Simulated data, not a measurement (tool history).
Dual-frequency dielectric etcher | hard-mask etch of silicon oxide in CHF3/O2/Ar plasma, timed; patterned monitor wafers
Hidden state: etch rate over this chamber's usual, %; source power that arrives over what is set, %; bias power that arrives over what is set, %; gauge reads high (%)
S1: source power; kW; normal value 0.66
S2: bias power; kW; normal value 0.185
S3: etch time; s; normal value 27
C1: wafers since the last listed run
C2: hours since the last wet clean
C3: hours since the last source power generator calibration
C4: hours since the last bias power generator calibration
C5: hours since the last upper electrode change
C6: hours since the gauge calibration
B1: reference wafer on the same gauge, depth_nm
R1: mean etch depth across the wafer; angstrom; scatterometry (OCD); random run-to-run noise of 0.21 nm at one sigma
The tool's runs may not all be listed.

run,hour,S1,S2,S3,C1,C2,C3,C4,C5,C6,B1,R1
1,0,0.75,0.185,27,0,73.8,2910.2,3452.4,4758.1,60.7,43.8,524
2,16.7,0.66,0.185,33.5,292,90.5,2926.9,3469.1,4774.8,77.4,43.8,617
3,32.5,0.73,0.185,27,277,106.3,2942.7,3484.9,4790.6,93.2,43.8,519
4,49,0.74,0.185,27,289,122.8,2959.2,3501.4,4807.1,109.7,43.8,518
5,63,0.74,0.185,27,245,136.8,2973.2,3515.4,4821.1,123.7,43.8,522
6,77.1,0.74,0.185,27,247,150.9,2987.3,3529.5,4835.2,137.8,43.8,519
7,84.9,0.66,0.185,27,136,158.7,2995.1,3537.3,4843,145.6,43.8,495
8,95.1,0.66,0.185,27,178,168.9,3005.3,3547.5,4853.2,155.8,43.8,499
# hour 123: upper electrode replaced
9,123.5,0.66,0.185,25,77,197.3,3033.7,3575.9,0.5,184.2,43.8,459
10,123.8,0.66,0.185,25,5,197.6,3034,3576.2,0.8,184.5,43.8,465
# hour 129: source power generator calibrated
11,129.9,0.66,0.185,25,36,203.7,0.9,3582.3,6.9,190.6,43.8,462
# hour 138.3: bias power generator calibrated
12,138.8,0.66,0.185,27,85,212.6,9.8,0.5,15.8,199.5,43.8,499
13,144.7,0.66,0.185,27,103,218.5,15.7,6.4,21.7,205.4,43.8,498
# hour 148.5: gauge calibrated
14,159.7,0.66,0.185,24,263,233.5,30.7,21.4,36.7,11.2,43.8,443
15,177.4,0.52,0.185,20,310,251.2,48.4,39.1,54.4,28.9,43.8,338
16,194.4,0.66,0.185,27,298,268.2,65.4,56.1,71.4,45.9,43.8,499
17,216.4,0.66,0.185,25,385,290.2,87.4,78.1,93.4,67.9,43.8,462
18,228.5,0.77,0.185,24.5,212,302.3,99.5,90.2,105.5,80,43.8,478
# hour 264.4: wet clean of the chamber
19,264.9,0.66,0.185,27,217,0.5,135.9,126.6,141.9,116.4,43.8,498
20,265.2,0.55,0.185,27,5,0.8,136.2,126.9,142.2,116.7,43.8,467
21,275.8,0.81,0.222,23,185,11.4,146.8,137.5,152.8,127.3,43.8,490
22,283.1,0.55,0.142,32,128,18.7,154.1,144.8,160.1,134.6,43.8,504
23,309.5,0.66,0.213,27,463,45.1,180.5,171.2,186.5,161,43.8,525
24,323.5,0.66,0.185,19.5,245,59.1,194.5,185.2,200.5,175,43.8,360
25,329.8,0.66,0.17,22.5,110,65.4,200.8,191.5,206.8,181.3,43.8,401
26,341.9,0.66,0.185,27,212,77.5,212.9,203.6,218.9,193.4,43.8,502
27,350.9,0.8,0.185,27,157,86.5,221.9,212.6,227.9,202.4,43.8,536

Describe how what the log doesn't record of the tool's condition differs between the last listed run preceding each entry between runs and the first listed run following it.
From run 8 to run 9: upper electrode replaced (hour 123)
  the hidden state is the same at both runs
From run 10 to run 11: source power generator calibrated (hour 129)
  the hidden state is the same at both runs
From run 11 to run 12: bias power generator calibrated (hour 138.3)
  the hidden state is the same at both runs
From run 13 to run 14: gauge calibrated (hour 148.5)
  the hidden state is the same at both runs
From run 18 to run 19: wet clean of the chamber (hour 264.4)
  the hidden state is the same at both runs
